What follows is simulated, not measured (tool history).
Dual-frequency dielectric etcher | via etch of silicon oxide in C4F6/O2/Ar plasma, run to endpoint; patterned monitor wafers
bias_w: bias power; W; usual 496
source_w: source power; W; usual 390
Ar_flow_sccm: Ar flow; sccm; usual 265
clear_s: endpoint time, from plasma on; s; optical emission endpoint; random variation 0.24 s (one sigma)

run   hour  bias_w  source_w  Ar_flow_sccm  wafers since the last listed run  hours since the last wet clean  hours since the last bias power generator calibration  hours since the last source power generator calibration  hours since the last Ar flow controller change  hours since the last upper electrode change  incoming incoming film thickness, nm  clear_s
  1    0.0     451       390           265                                 0                           233.2                                                 2397.8                                                   2238.4                                          1556.6                                       6226.4                                 131.5     33.6
  2   11.4     451       390           265                               106                           244.6                                                 2409.2                                                   2249.8                                          1568.0                                       6237.8                                 131.1     33.3
  3   27.5     496       390           265                               149                           260.7                                                 2425.3                                                   2265.9                                          1584.1                                       6253.9                                 132.6     33.0
  4   55.6     496       390           265                               261                           288.8                                                 2453.4                                                   2294.0                                          1612.2                                       6282.0                                 131.7     33.0
  5   73.3     496       390           265                               164                           306.5                                                 2471.1                                                   2311.7                                          1629.9                                       6299.7                                 131.4     33.1
  6   88.0     496       390           265                               136                           321.2                                                 2485.8                                                   2326.4                                          1644.6                                       6314.4                                 131.3     32.9
  7   99.0     496       390           265                               102                           332.2                                                 2496.8                                                   2337.4                                          1655.6                                       6325.4                                 130.2     32.8
  8  109.4     496       390           265                                96                           342.6                                                 2507.2                                                   2347.8                                          1666.0                                       6335.8                                 129.7     32.8
  9  126.0     496       390           265                               154                           359.2                                                 2523.8                                                   2364.4                                          1682.6                                       6352.4                                 131.5     33.5
 10  138.4     496       390           265                               115                           371.6                                                 2536.2                                                   2376.8                                          1695.0                                       6364.8                                 130.3     33.4
     176.2  -- upper electrode replaced
 11  191.4     496       390           265                               269                           424.6                                                 2589.2                                                   2429.8                                          1748.0                                         15.2                                 130.2     33.0
     242.8  -- wet clean of the chamber
 12  243.3     496       390           265                               259                             0.5                                                 2641.1                                                   2481.7                                          1799.9                                         67.1                                 130.6     31.7
 13  251.5     496       390           265                                76                             8.7                                                 2649.3                                                   2489.9                                          1808.1                                         75.3                                 130.2     31.9
     260.1  -- Ar flow controller replaced
 14  264.1     496       390           265                                61                            21.3                                                 2661.9                                                   2502.5                                             4.0                                         87.9                                 132.6     32.8
 15  292.5     450       420           296                               264                            49.7                                                 2690.3                                                   2530.9                                            32.4                                        116.3                                 132.8     32.4
 16  300.1     608       320           199                                70                            57.3                                                 2697.9                                                   2538.5                                            40.0                                        123.9                                 132.0     32.0

Forecast run 17:
 17  317.9     533       330           315                               165                            75.1                                                 2715.7                                                   2556.3                                            57.8                                        141.7                                 129.9        ?

Run 17 gave clear_s 34.0 s.
Without the tool's hidden state the same run would have given clear_s 33.6 s.

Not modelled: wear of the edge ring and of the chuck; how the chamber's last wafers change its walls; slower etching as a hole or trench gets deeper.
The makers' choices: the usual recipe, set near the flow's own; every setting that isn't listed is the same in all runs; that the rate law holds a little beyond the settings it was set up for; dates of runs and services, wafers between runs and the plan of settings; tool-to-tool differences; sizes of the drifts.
